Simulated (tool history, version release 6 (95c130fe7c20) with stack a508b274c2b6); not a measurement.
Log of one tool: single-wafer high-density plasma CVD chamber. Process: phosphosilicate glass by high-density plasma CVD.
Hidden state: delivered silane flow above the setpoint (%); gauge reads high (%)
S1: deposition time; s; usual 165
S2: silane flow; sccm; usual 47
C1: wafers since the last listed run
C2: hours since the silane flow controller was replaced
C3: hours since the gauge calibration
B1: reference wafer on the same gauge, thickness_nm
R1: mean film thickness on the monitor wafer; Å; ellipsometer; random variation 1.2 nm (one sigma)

run 1 hour=0 | S1=165 S2=47 | C1=0 C2=4085.8 C3=243.6 | B1=897.578 | R1=7581.05
run 2 hour=7.4 | S1=165 S2=47 | C1=79 C2=4093.2 C3=251 | B1=897.593 | R1=7605.13
run 3 hour=23.7 | S1=165 S2=47 | C1=176 C2=4109.5 C3=267.3 | B1=898.207 | R1=7597.8
run 4 hour=35.5 | S1=165 S2=47 | C1=127 C2=4121.3 C3=279.1 | B1=898.254 | R1=7579.57
run 5 hour=51.1 | S1=165 S2=47 | C1=168 C2=4136.9 C3=294.7 | B1=897.671 | R1=7580.54
run 6 hour=61.3 | S1=165 S2=47 | C1=110 C2=4147.1 C3=304.9 | B1=897.689 | R1=7580.42
run 7 hour=78.2 | S1=165 S2=47 | C1=182 C2=4164 C3=321.8 | B1=897.775 | R1=7583.72
run 8 hour=92.2 | S1=165 S2=47 | C1=151 C2=4178 C3=335.8 | B1=897.883 | R1=7583.72
run 9 hour=100.2 | S1=165 S2=47 | C1=86 C2=4186 C3=343.8 | B1=898.033 | R1=7571.98
run 10 hour=111.6 | S1=165 S2=47 | C1=123 C2=4197.4 C3=355.2 | B1=897.61 | R1=7585.41
run 11 hour=122.1 | S1=165 S2=47 | C1=113 C2=4207.9 C3=365.7 | B1=897.878 | R1=7544.39
run 12 hour=128.3 | S1=165 S2=47 | C1=66 C2=4214.1 C3=371.9 | B1=897.901 | R1=7560.83
run 13 hour=145.6 | S1=165 S2=47 | C1=186 C2=4231.4 C3=389.2 | B1=897.916 | R1=7558.25
run 14 hour=152.9 | S1=165 S2=47 | C1=78 C2=4238.7 C3=396.5 | B1=897.742 | R1=7568.46
run 15 hour=170.7 | S1=165 S2=47 | C1=192 C2=4256.5 C3=414.3 | B1=898.185 | R1=7572.78
-- hour=179.3 silane flow controller replaced
run 16 hour=179.8 | S1=165 S2=54 | C1=11 C2=0.5 C3=423.4 | B1=897.711 | R1=9161.49
run 17 hour=206.7 | S1=165 S2=47 | C1=290 C2=27.4 C3=450.3 | B1=897.967 | R1=8008.02
-- hour=214.8 gauge calibrated
run 18 hour=218.6 | S1=165 S2=47 | C1=128 C2=39.3 C3=3.8 | B1=898.055 | R1=8000.15
run 19 hour=228.5 | S1=165 S2=47 | C1=106 C2=49.2 C3=13.7 | B1=897.932 | R1=7971.78
run 20 hour=234.9 | S1=151 S2=41 | C1=69 C2=55.6 C3=20.1 | B1=897.764 | R1=6384.53
run 21 hour=246.1 | S1=165 S2=45 | C1=121 C2=66.8 C3=31.3 | B1=897.759 | R1=7662.78
run 22 hour=255.1 | S1=165 S2=47 | C1=97 C2=75.8 C3=40.3 | B1=897.75 | R1=8014.12
run 23 hour=269.1 | S1=151 S2=53 | C1=151 C2=89.8 C3=54.3 | B1=898.233 | R1=8243.65
run 24 hour=286.6 | S1=165 S2=47 | C1=189 C2=107.3 C3=71.8 | B1=897.754 | R1=7996.1
run 25 hour=293.6 | S1=156 S2=55 | C1=75 C2=114.3 C3=78.8 | B1=897.919 | R1=8836.64
run 26 hour=301.2 | S1=154 S2=55 | C1=82 C2=121.9 C3=86.4 | B1=898.405 | R1=8734.24
run 27 hour=318.8 | S1=165 S2=47 | C1=190 C2=139.5 C3=104 | B1=898.384 | R1=7983.27

Forecast run 28:
run 28 hour=336.8 | S1=173 S2=54 | C1=194 C2=157.5 C3=122 | B1=? | R1=?

Run 28 gave B1 897.829, R1 9651.4 Å.
Without the tool's hidden state the same run would have given R1 9673.42 Å.
